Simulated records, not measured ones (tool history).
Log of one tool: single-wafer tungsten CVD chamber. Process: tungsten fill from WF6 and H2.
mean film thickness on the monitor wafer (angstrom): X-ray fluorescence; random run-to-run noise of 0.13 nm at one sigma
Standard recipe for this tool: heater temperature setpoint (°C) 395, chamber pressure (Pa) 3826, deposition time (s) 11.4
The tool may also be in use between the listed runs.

run	hour	heater temperature setpoint (°C)	chamber pressure (Pa)	deposition time (s)	wafers since the last listed run	hours since the last thermocouple change	hours since the last manometer calibration	hours since the showerhead was replaced	hours since the gauge calibration	read-back reference wafer on the same gauge, thickness_nm	mean film thickness on the monitor wafer (angstrom)
1	0	395	3826	11.4	0	1275.7	1694.4	2154.3	873.1	24.308	287.33
2	23.3	395	3826	11.4	781	1299	1717.7	2177.6	896.4	24.299	287.35
3	57	395	3826	11.4	1129	1332.7	1751.4	2211.3	930.1	24.34	289.02
4	91.4	395	3826	11.4	1153	1367.1	1785.8	2245.7	964.5	24.357	289.71
5	113.1	395	3826	11.4	727	1388.8	1807.5	2267.4	986.2	24.399	290.95
6	131.6	395	3240	11.4	620	1407.3	1826	2285.9	1004.7	24.404	264.81
7	161.9	395	3240	11.4	1015	1437.6	1856.3	2316.2	1035	24.45	265.79
8	186.3	395	3240	11.4	817	1462	1880.7	2340.6	1059.4	24.453	268.87
9	217.3	395	3573	11.4	1039	1493	1911.7	2371.6	1090.4	24.452	282.09
10	242.9	395	4213	11.4	858	1518.6	1937.3	2397.2	1116	24.516	300.91
11	257.8	395	4213	11.4	499	1533.5	1952.2	2412.1	1130.9	24.511	303.7
12	293.7	395	4213	11.4	1203	1569.4	1988.1	2448	1166.8	24.544	305.93
13	306.1	395	3826	11.4	415	1581.8	2000.5	2460.4	1179.2	24.553	290.91
14	328	395	3826	12.9	734	1603.7	2022.4	2482.3	1201.1	24.576	329.37
15	350.2	395	3826	11.4	744	1625.9	2044.6	2504.5	1223.3	24.586	294.69
# hour 415.4: gauge calibrated
16	435.1	408	3826	11.4	2845	1710.8	2129.5	2589.4	19.7	23.664	367.13
# hour 453.7: capacitance manometer re-zeroed and calibrated
17	459.5	395	3093	9.1	549	1735.2	5.8	2613.8	44.1	23.705	203.02
# hour 495.3: thermocouple changed; heater temperature recalibrated
18	495.8	388	3493	12.2	948	0.5	42.1	2650.1	80.4	23.743	248.39
19	522.4	409	4320	10	891	27.1	68.7	2676.7	107	23.75	348.76
20	542.7	403	4560	13	680	47.4	89	2697	127.3	23.782	413.35
21	570.2	395	3826	12.7	921	74.9	116.5	2724.5	154.8	23.77	315.22
22	582.9	395	3826	11.4	425	87.6	129.2	2737.2	167.5	23.795	282.08
23	602.5	395	3826	9.8	657	107.2	148.8	2756.8	187.1	23.814	240
# hour 622.8: showerhead replaced
24	626.3	395	2973	11.4	529	131	172.6	3.5	210.9	23.837	252.19
25	652	395	3826	12.8	861	156.7	198.3	29.2	236.6	23.856	316.47
26	683.9	395	3560	12.5	1069	188.6	230.2	61.1	268.5	23.902	302.86
27	704.7	395	3826	11.4	697	209.4	251	81.9	289.3	23.911	280.8
28	722.2	395	3826	11.4	586	226.9	268.5	99.4	306.8	23.939	284.06
29	757.9	401	4093	11.4	1196	262.6	304.2	135.1	342.5	23.934	334.6
30	791.4	404	3826	11.4	1122	296.1	337.7	168.6	376	23.993	340.93
31	826.6	387	4746	13	1179	331.3	372.9	203.8	411.2	24.002	299.99
32	850.2	383	4573	11.4	791	354.9	396.5	227.4	434.8	24.046	235.62
33	873	409	4173	10.1	764	377.7	419.3	250.2	457.6	24.064	350.21
34	902	395	3826	11.4	972	406.7	448.3	279.2	486.6	24.091	283.91

Alternative continuations, all from the tool just after run 34; predict every row:
A	902.4	399	3826	11.4	13	407.1	448.7	279.6	487	?	?
B	902.4	395	3826	13.6	13	407.1	448.7	279.6	487	?	?
C	902.4	402	3306	11.4	13	407.1	448.7	279.6	487	?	?
D	902.4	402	3440	13.1	13	407.1	448.7	279.6	487	?	?

run	read-back reference wafer on the same gauge, thickness_nm	mean film thickness on the monitor wafer (angstrom)
A	24.072	309.74
B	24.072	339.59
C	24.072	307.72
D	24.072	360.34
Had the tool no hidden state, the same runs would have come out as:
run	mean film thickness on the monitor wafer (angstrom)
A	303.56
B	332.81
C	301.57
D	353.15

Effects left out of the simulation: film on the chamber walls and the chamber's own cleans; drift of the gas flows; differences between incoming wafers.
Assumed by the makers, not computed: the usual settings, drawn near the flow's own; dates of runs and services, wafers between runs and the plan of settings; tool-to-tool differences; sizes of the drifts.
